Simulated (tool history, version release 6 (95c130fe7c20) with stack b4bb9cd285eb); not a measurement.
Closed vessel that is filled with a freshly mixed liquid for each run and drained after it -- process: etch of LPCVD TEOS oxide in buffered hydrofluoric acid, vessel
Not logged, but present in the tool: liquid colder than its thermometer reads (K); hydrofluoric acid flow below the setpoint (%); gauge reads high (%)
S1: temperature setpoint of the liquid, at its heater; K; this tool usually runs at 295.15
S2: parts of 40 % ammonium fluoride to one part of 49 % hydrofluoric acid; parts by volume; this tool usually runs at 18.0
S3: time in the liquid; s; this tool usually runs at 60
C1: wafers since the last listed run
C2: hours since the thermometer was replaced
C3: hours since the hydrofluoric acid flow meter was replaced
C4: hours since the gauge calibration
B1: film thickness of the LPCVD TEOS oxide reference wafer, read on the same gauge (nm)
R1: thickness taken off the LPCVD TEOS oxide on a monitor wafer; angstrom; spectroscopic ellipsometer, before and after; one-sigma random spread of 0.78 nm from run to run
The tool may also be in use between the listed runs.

run,hour,S1,S2,S3,C1,C2,C3,C4,B1,R1
1,0.0,295.15,16.0,60,0,327.4,790.1,2158.6,150.02,1087.9
2,59.1,295.15,16.0,60,4300,386.5,849.2,2217.7,150.02,1102.3
3,113.2,295.15,16.0,60,3937,440.6,903.3,2271.8,150.00,1104.7
4,174.6,295.15,18.0,60,4468,502.0,964.7,2333.2,149.99,974.0
5,238.1,295.15,18.0,60,4621,565.5,1028.2,2396.7,150.00,976.4
# hour 261.7: hydrofluoric acid flow meter replaced
6,483.4,295.15,22.5,60,17778,810.8,221.7,2642.0,150.00,806.9
7,538.0,295.15,18.0,60,3973,865.4,276.3,2696.6,149.98,961.1
8,622.3,298.15,18.0,90,6134,949.7,360.6,2780.9,150.00,1734.1
9,670.7,298.15,18.0,90,3522,998.1,409.0,2829.3,149.98,1706.9
10,772.0,295.15,18.0,60,7371,1099.4,510.3,2930.6,149.99,981.9
11,814.5,295.15,18.0,60,3092,1141.9,552.8,2973.1,150.01,970.2
12,859.4,295.15,18.0,60,3267,1186.8,597.7,3018.0,149.99,959.9
# hour 900.0: gauge calibrated
13,943.6,296.65,15.0,60,6127,1271.0,681.9,43.6,150.01,1268.0
14,1016.0,296.65,15.0,60,5268,1343.4,754.3,116.0,149.98,1274.7
15,1101.4,293.15,14.5,60,6214,1428.8,839.7,201.4,150.01,1083.1
16,1189.8,293.15,14.5,60,6433,1517.2,928.1,289.8,149.99,1068.3
17,1262.6,297.65,18.0,60,5297,1590.0,1000.9,362.6,149.99,1107.7
18,1364.9,298.15,18.0,90,7444,1692.3,1103.2,464.9,150.00,1713.4
19,1412.4,295.15,18.0,60,3456,1739.8,1150.7,512.4,150.01,977.5
20,1481.7,295.15,18.0,60,5043,1809.1,1220.0,581.7,149.98,976.4
# hour 1503.1: hydrofluoric acid flow meter replaced
21,1696.1,295.15,18.0,60,15529,2023.5,193.0,796.1,150.00,974.4
# hour 1730.3: thermometer replaced
22,1781.8,293.15,18.0,60,6163,51.5,278.7,881.8,150.02,879.9
23,1837.6,295.15,16.0,30,4060,107.3,334.5,937.6,150.00,548.5
24,1893.9,292.65,15.0,60,4097,163.6,390.8,993.9,149.99,1008.7
25,1931.6,292.15,16.0,70,2743,201.3,428.5,1031.6,150.00,1080.5
26,1983.2,298.15,13.5,60,3755,252.9,480.1,1083.2,150.02,1504.3
27,2031.2,299.15,22.0,60,3493,300.9,528.1,1131.2,150.01,1014.8
28,2318.4,298.15,12.0,60,20900,588.1,815.3,1418.4,150.00,1724.8
29,2412.4,295.15,18.0,60,6840,682.1,909.3,1512.4,150.01,978.7
30,2474.5,295.15,18.0,85,4519,744.2,971.4,1574.5,149.99,1375.1
31,2567.7,296.65,13.0,50,6782,837.4,1064.6,1667.7,149.98,1216.4
32,2664.1,295.15,18.0,60,7015,933.8,1161.0,1764.1,150.00,970.4

Forecast each of these 3 alternatives for the next run:
A,2664.8,295.15,18.0,90,50,934.5,1161.7,1764.8,?,?
B,2664.8,297.15,15.0,85,50,934.5,1161.7,1764.8,?,?
C,2664.8,299.15,18.0,60,50,934.5,1161.7,1764.8,?,?

run,B1,R1
A,150.01,1451.7
B,150.01,1831.5
C,150.01,1204.5
Had the tool no hidden state, the same runs would have come out as:
run,R1
A,1451.7
B,1831.5
C,1204.5
